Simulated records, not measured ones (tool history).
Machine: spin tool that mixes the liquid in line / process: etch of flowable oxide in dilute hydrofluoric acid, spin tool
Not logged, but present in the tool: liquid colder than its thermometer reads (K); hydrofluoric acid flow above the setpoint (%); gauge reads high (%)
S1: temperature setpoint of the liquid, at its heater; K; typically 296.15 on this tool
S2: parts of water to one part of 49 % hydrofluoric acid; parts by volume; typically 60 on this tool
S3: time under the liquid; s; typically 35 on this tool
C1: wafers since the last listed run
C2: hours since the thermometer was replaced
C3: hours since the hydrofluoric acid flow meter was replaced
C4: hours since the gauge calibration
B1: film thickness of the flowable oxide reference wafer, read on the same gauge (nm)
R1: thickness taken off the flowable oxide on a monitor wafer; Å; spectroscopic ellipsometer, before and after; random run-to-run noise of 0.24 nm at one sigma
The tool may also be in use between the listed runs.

{"run": 1, "hour": 0.0, "S1": 299.65, "S2": 60, "S3": 35, "C1": 0, "C2": 1696.9, "C3": 1388.3, "C4": 84.3, "B1": 120.04, "R1": 479.0}
{"run": 2, "hour": 69.4, "S1": 299.65, "S2": 60, "S3": 35, "C1": 1066, "C2": 1766.3, "C3": 1457.7, "C4": 153.7, "B1": 119.97, "R1": 474.3}
{"run": 3, "hour": 140.1, "S1": 296.15, "S2": 60, "S3": 35, "C1": 1086, "C2": 1837.0, "C3": 1528.4, "C4": 224.4, "B1": 120.01, "R1": 411.1}
{"run": 4, "hour": 200.2, "S1": 296.15, "S2": 60, "S3": 35, "C1": 923, "C2": 1897.1, "C3": 1588.5, "C4": 284.5, "B1": 119.99, "R1": 419.0}
{"run": 5, "hour": 345.1, "S1": 296.15, "S2": 60, "S3": 35, "C1": 2226, "C2": 2042.0, "C3": 1733.4, "C4": 429.4, "B1": 120.05, "R1": 416.6}
{"run": 6, "hour": 382.5, "S1": 296.15, "S2": 60, "S3": 35, "C1": 574, "C2": 2079.4, "C3": 1770.8, "C4": 466.8, "B1": 119.98, "R1": 416.1}
{"run": 7, "hour": 418.1, "S1": 296.15, "S2": 60, "S3": 35, "C1": 547, "C2": 2115.0, "C3": 1806.4, "C4": 502.4, "B1": 120.02, "R1": 415.1}
{"hour": 428.6, "done": "hydrofluoric acid flow meter replaced"}
{"run": 8, "hour": 485.6, "S1": 296.15, "S2": 60, "S3": 35, "C1": 1021, "C2": 2182.5, "C3": 57.0, "C4": 569.9, "B1": 119.95, "R1": 378.8}
{"run": 9, "hour": 550.5, "S1": 296.15, "S2": 60, "S3": 35, "C1": 997, "C2": 2247.4, "C3": 121.9, "C4": 634.8, "B1": 119.99, "R1": 379.7}
{"hour": 560.9, "done": "gauge calibrated"}
{"run": 10, "hour": 597.8, "S1": 293.15, "S2": 40, "S3": 15, "C1": 726, "C2": 2294.7, "C3": 169.2, "C4": 36.9, "B1": 119.99, "R1": 220.8}
{"hour": 648.4, "done": "thermometer replaced"}
{"run": 11, "hour": 657.8, "S1": 293.65, "S2": 60, "S3": 35, "C1": 906, "C2": 9.4, "C3": 229.2, "C4": 96.9, "B1": 120.05, "R1": 384.4}
{"run": 12, "hour": 702.8, "S1": 296.15, "S2": 35, "S3": 25, "C1": 691, "C2": 54.4, "C3": 274.2, "C4": 141.9, "B1": 119.99, "R1": 541.7}
{"run": 13, "hour": 768.5, "S1": 296.15, "S2": 70, "S3": 20, "C1": 1009, "C2": 120.1, "C3": 339.9, "C4": 207.6, "B1": 120.01, "R1": 208.5}
{"run": 14, "hour": 803.5, "S1": 293.15, "S2": 40, "S3": 35, "C1": 537, "C2": 155.1, "C3": 374.9, "C4": 242.6, "B1": 120.01, "R1": 586.2}
{"run": 15, "hour": 853.1, "S1": 296.15, "S2": 60, "S3": 30, "C1": 762, "C2": 204.7, "C3": 424.5, "C4": 292.2, "B1": 119.97, "R1": 364.5}
{"run": 16, "hour": 914.8, "S1": 296.15, "S2": 60, "S3": 45, "C1": 948, "C2": 266.4, "C3": 486.2, "C4": 353.9, "B1": 120.04, "R1": 555.3}
{"run": 17, "hour": 985.3, "S1": 296.15, "S2": 60, "S3": 35, "C1": 1083, "C2": 336.9, "C3": 556.7, "C4": 424.4, "B1": 119.96, "R1": 428.1}
{"run": 18, "hour": 1016.1, "S1": 296.15, "S2": 60, "S3": 35, "C1": 473, "C2": 367.7, "C3": 587.5, "C4": 455.2, "B1": 119.98, "R1": 431.3}

Entry by entry between the runs, the difference in hidden state between the last listed run before and the first listed run after:
Logged between run 7 and run 8: hydrofluoric acid flow meter replaced (hour 428.6)
  liquid colder than its thermometer reads (K): 2.72 -> 2.8; hydrofluoric acid flow above the setpoint (%): 8.94 -> 1.09
  measured minus no-state result, R1: -9.0 -> -41.9 Å
Logged between run 9 and run 10: gauge calibrated (hour 560.9)
  liquid colder than its thermometer reads (K): 2.86 -> 2.92; hydrofluoric acid flow above the setpoint (%): 1.41 -> 1.64
  measured minus no-state result, R1: -41.7 -> -25.5 Å
Logged between run 10 and run 11: thermometer replaced (hour 648.4)
  liquid colder than its thermometer reads (K): 2.92 -> 0.276; hydrofluoric acid flow above the setpoint (%): 1.64 -> 1.94
  measured minus no-state result, R1: -25.5 -> +3.4 Å
